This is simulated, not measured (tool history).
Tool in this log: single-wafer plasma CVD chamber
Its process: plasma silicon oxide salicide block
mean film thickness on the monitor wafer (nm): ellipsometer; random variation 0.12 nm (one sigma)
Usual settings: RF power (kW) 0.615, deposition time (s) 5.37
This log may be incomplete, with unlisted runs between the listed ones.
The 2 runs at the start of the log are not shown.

run   hour  RF power (kW)  deposition time (s)  read-back reference wafer on the same gauge, thickness_nm  mean film thickness on the monitor wafer (nm)
  3   79.8          0.615                 5.37                                                     45.522                                         52.841
  4  149.2          0.615                 5.37                                                     45.514                                         52.707
  5  215.2          0.615                 5.37                                                     45.497                                         52.657
  6  279.2          0.615                 5.37                                                     45.487                                         52.652
  7  347.8          0.615                 5.37                                                     45.508                                         52.447
  8  390.3          0.615                 5.37                                                     45.476                                         52.556
  9  450.4          0.615                 5.37                                                     45.504                                          52.23
 10  491.6          0.615                 5.37                                                     45.489                                         52.136
 11  520.5          0.615                 4.52                                                     45.492                                         44.126
 12  547.5          0.615                 6.11                                                     45.505                                         59.509
     555.9  -- showerhead replaced
 13  598.7          0.615                 6.11                                                       45.5                                         59.669
     612.4  -- gauge calibrated
 14  670.4          0.615                 6.11                                                     45.511                                          59.42
 15  738.4          0.615                 5.37                                                     45.492                                         52.244
 16  784.4          0.615                 5.37                                                     45.496                                           52.2
 17  826.3          0.615                 5.37                                                     45.485                                         52.039
 18  881.9           0.57                 4.75                                                     45.506                                         45.071
 19  931.3          0.495                 5.05                                                     45.494                                         46.329
 20  980.4          0.725                 4.45                                                     45.501                                          44.75

Run 21 has not been measured yet. What should we expect?
 21  1007.4          0.615                 5.37                                                          ?                                              ?

read-back reference wafer on the same gauge, thickness_nm: 45.481
mean film thickness on the monitor wafer (nm): 52.053
Without the tool's hidden state the same run would have given mean film thickness on the monitor wafer (nm) 53.293.

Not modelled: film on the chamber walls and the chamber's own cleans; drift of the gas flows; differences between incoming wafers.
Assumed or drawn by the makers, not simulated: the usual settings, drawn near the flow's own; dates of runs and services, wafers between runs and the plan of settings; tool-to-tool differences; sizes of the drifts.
